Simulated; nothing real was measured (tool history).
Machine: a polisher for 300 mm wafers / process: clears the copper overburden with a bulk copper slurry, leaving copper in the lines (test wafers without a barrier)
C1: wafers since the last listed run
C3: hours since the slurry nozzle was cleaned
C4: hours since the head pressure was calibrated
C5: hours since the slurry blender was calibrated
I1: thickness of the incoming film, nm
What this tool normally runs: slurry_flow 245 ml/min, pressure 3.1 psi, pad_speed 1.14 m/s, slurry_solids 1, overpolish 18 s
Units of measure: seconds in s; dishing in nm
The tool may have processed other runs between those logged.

run 1 hour=0 | slurry_flow=245 pressure=3.1 pad_speed=1.3 slurry_solids=1 overpolish=18 | C1=0 wafers_polished_on_this_pad=1931 C3=182.9 C4=45 C5=1.3 | I1=979.6 | seconds=75.5 dishing=91
run 2 hour=41.7 | slurry_flow=245 pressure=3.1 pad_speed=1.3 slurry_solids=1 overpolish=18 | C1=460 wafers_polished_on_this_pad=2391 C3=224.6 C4=86.7 C5=43 | I1=1018.8 | seconds=79.7 dishing=91
run 3 hour=185.6 | slurry_flow=245 pressure=3.1 pad_speed=1.14 slurry_solids=1.15 overpolish=18 | C1=1588 wafers_polished_on_this_pad=3980 C3=368.5 C4=230.6 C5=186.9 | I1=994.6 | seconds=88.7 dishing=87.3
run 4 hour=229.3 | slurry_flow=305 pressure=2.6 pad_speed=1.3 slurry_solids=1 overpolish=29 | C1=482 wafers_polished_on_this_pad=4462 C3=412.2 C4=274.3 C5=230.6 | I1=979 | seconds=93.4 dishing=99.1
run 5 hour=265.4 | slurry_flow=245 pressure=3.1 pad_speed=1.14 slurry_solids=1 overpolish=18 | C1=398 wafers_polished_on_this_pad=4861 C3=448.3 C4=310.4 C5=266.7 | I1=985.4 | seconds=92.5 dishing=83
run 6 hour=322.6 | slurry_flow=245 pressure=3.1 pad_speed=1.14 slurry_solids=1 overpolish=18 | C1=631 wafers_polished_on_this_pad=5492 C3=505.5 C4=367.6 C5=323.9 | I1=978.7 | seconds=92.6 dishing=83.9
-- hour=364.4 worn pad replaced by a new one
run 7 hour=364.9 | slurry_flow=245 pressure=3.1 pad_speed=1.14 slurry_solids=1 overpolish=18 | C1=422 wafers_polished_on_this_pad=5 C3=547.8 C4=409.9 C5=366.2 | I1=1009.6 | seconds=86 dishing=86.6
run 8 hour=428.1 | slurry_flow=320 pressure=3.1 pad_speed=0.92 slurry_solids=1 overpolish=18 | C1=697 wafers_polished_on_this_pad=703 C3=611 C4=473.1 C5=429.4 | I1=1001.3 | seconds=106.4 dishing=77.4
run 9 hour=482.7 | slurry_flow=245 pressure=3.1 pad_speed=1.14 slurry_solids=0.9 overpolish=27 | C1=602 wafers_polished_on_this_pad=1305 C3=665.6 C4=527.7 C5=484 | I1=1008.4 | seconds=92.3 dishing=103.6
-- hour=512.6 head pressure recalibrated
-- hour=521.3 slurry blender recalibrated
run 10 hour=521.8 | slurry_flow=245 pressure=2.7 pad_speed=1.14 slurry_solids=1.3 overpolish=18 | C1=387 wafers_polished_on_this_pad=1693 C3=704.7 C4=9.2 C5=0.5 | I1=1011 | seconds=98.4 dishing=80.5
-- hour=557.2 slurry nozzle cleaned
run 11 hour=565.1 | slurry_flow=285 pressure=2.5 pad_speed=1.36 slurry_solids=1 overpolish=14 | C1=466 wafers_polished_on_this_pad=2160 C3=7.9 C4=52.5 C5=43.8 | I1=1001.2 | seconds=92 dishing=68.6
run 12 hour=594.8 | slurry_flow=245 pressure=3.1 pad_speed=1.14 slurry_solids=1.2 overpolish=18 | C1=327 wafers_polished_on_this_pad=2488 C3=37.6 C4=82.2 C5=73.5 | I1=993.9 | seconds=87.4 dishing=86.5
run 13 hour=642.7 | slurry_flow=245 pressure=4 pad_speed=1.14 slurry_solids=1 overpolish=8 | C1=528 wafers_polished_on_this_pad=3016 C3=85.5 C4=130.1 C5=121.4 | I1=983.1 | seconds=71.4 dishing=61.7
run 14 hour=697.5 | slurry_flow=245 pressure=3.9 pad_speed=1.14 slurry_solids=1.25 overpolish=18 | C1=604 wafers_polished_on_this_pad=3621 C3=140.3 C4=184.9 C5=176.2 | I1=1010.6 | seconds=70.6 dishing=100.6
run 15 hour=728.5 | slurry_flow=310 pressure=3.1 pad_speed=1.14 slurry_solids=1 overpolish=18 | C1=342 wafers_polished_on_this_pad=3964 C3=171.3 C4=215.9 C5=207.2 | I1=1014 | seconds=93.4 dishing=86.9
run 16 hour=790.2 | slurry_flow=245 pressure=3.1 pad_speed=1 slurry_solids=0.75 overpolish=11 | C1=681 wafers_polished_on_this_pad=4645 C3=233 C4=277.6 C5=268.9 | I1=991.7 | seconds=110.6 dishing=53.8
run 17 hour=834 | slurry_flow=245 pressure=3.1 pad_speed=1.14 slurry_solids=1 overpolish=18 | C1=483 wafers_polished_on_this_pad=5128 C3=276.8 C4=321.4 C5=312.7 | I1=986.4 | seconds=95.3 dishing=82
-- hour=847.6 worn pad replaced by a new one
run 18 hour=889.2 | slurry_flow=245 pressure=3.1 pad_speed=1.14 slurry_solids=1 overpolish=18 | C1=565 wafers_polished_on_this_pad=459 C3=332 C4=376.6 C5=367.9 | I1=1000.4 | seconds=85.7 dishing=87.1
run 19 hour=935.5 | slurry_flow=245 pressure=3.4 pad_speed=1.14 slurry_solids=1 overpolish=18 | C1=511 wafers_polished_on_this_pad=970 C3=378.3 C4=422.9 C5=414.2 | I1=990.4 | seconds=80 dishing=90.9
-- hour=953.2 slurry blender recalibrated
run 20 hour=979.6 | slurry_flow=165 pressure=2.4 pad_speed=0.74 slurry_solids=1.25 overpolish=18 | C1=464 wafers_polished_on_this_pad=1435 C3=422.4 C4=467 C5=26.4 | I1=998.3 | seconds=177 dishing=53
run 21 hour=1038.2 | slurry_flow=245 pressure=4 pad_speed=1.14 slurry_solids=1 overpolish=8 | C1=646 wafers_polished_on_this_pad=2082 C3=481 C4=525.6 C5=85 | I1=1003.1 | seconds=69.9 dishing=62
-- hour=1051.7 head pressure recalibrated
run 22 hour=1093.4 | slurry_flow=245 pressure=4.1 pad_speed=0.9 slurry_solids=1 overpolish=27 | C1=587 wafers_polished_on_this_pad=2669 C3=536.2 C4=41.7 C5=140.2 | I1=1011.3 | seconds=85.3 dishing=109.6
run 23 hour=1122.4 | slurry_flow=245 pressure=3.1 pad_speed=0.86 slurry_solids=1 overpolish=8 | C1=320 wafers_polished_on_this_pad=2989 C3=565.2 C4=70.7 C5=169.2 | I1=992.9 | seconds=117.6 dishing=40.1
run 24 hour=1182.3 | slurry_flow=245 pressure=3.1 pad_speed=1.14 slurry_solids=1 overpolish=18 | C1=661 wafers_polished_on_this_pad=3651 C3=625.1 C4=130.6 C5=229.1 | I1=1003.7 | seconds=91 dishing=83.1
run 25 hour=1208 | slurry_flow=245 pressure=2.8 pad_speed=0.86 slurry_solids=0.75 overpolish=18 | C1=283 wafers_polished_on_this_pad=3934 C3=650.8 C4=156.3 C5=254.8 | I1=988.2 | seconds=139.5 dishing=64.3
run 26 hour=1248.2 | slurry_flow=245 pressure=3.1 pad_speed=0.86 slurry_solids=1 overpolish=8 | C1=443 wafers_polished_on_this_pad=4378 C3=691 C4=196.5 C5=295 | I1=994 | seconds=120.6 dishing=39.9
-- hour=1291.3 worn pad replaced by a new one
run 27 hour=1302.9 | slurry_flow=190 pressure=3.1 pad_speed=1.14 slurry_solids=1 overpolish=21 | C1=559 wafers_polished_on_this_pad=127 C3=745.7 C4=251.2 C5=349.7 | I1=990.1 | seconds=87.4 dishing=90.1

For each run, what was the tool's unlogged condition?
slurry flow missing at the pad, %: 0 on each run
deviation of the head's pressure from its setpoint, %: 0 on each run
abrasive missing from the slurry, %: 0 on each run
H1: removal rate lost through wear of the pad, %
run=1 H1=3.87
run=2 H1=4.69
run=3 H1=7.55
run=4 H1=8.42
run=5 H1=9.13
run=6 H1=10.3
run=7 H1=1.58
run=8 H1=2.84
run=9 H1=3.92
run=10 H1=4.69
run=11 H1=5.55
run=12 H1=6.14
run=13 H1=7.09
run=14 H1=8.18
run=15 H1=8.79
run=16 H1=10
run=17 H1=10.9
run=18 H1=1.25
run=19 H1=2.17
run=20 H1=3.04
run=21 H1=4.2
run=22 H1=5.3
run=23 H1=5.87
run=24 H1=7.06
run=25 H1=7.57
run=26 H1=8.37
run=27 H1=0.931
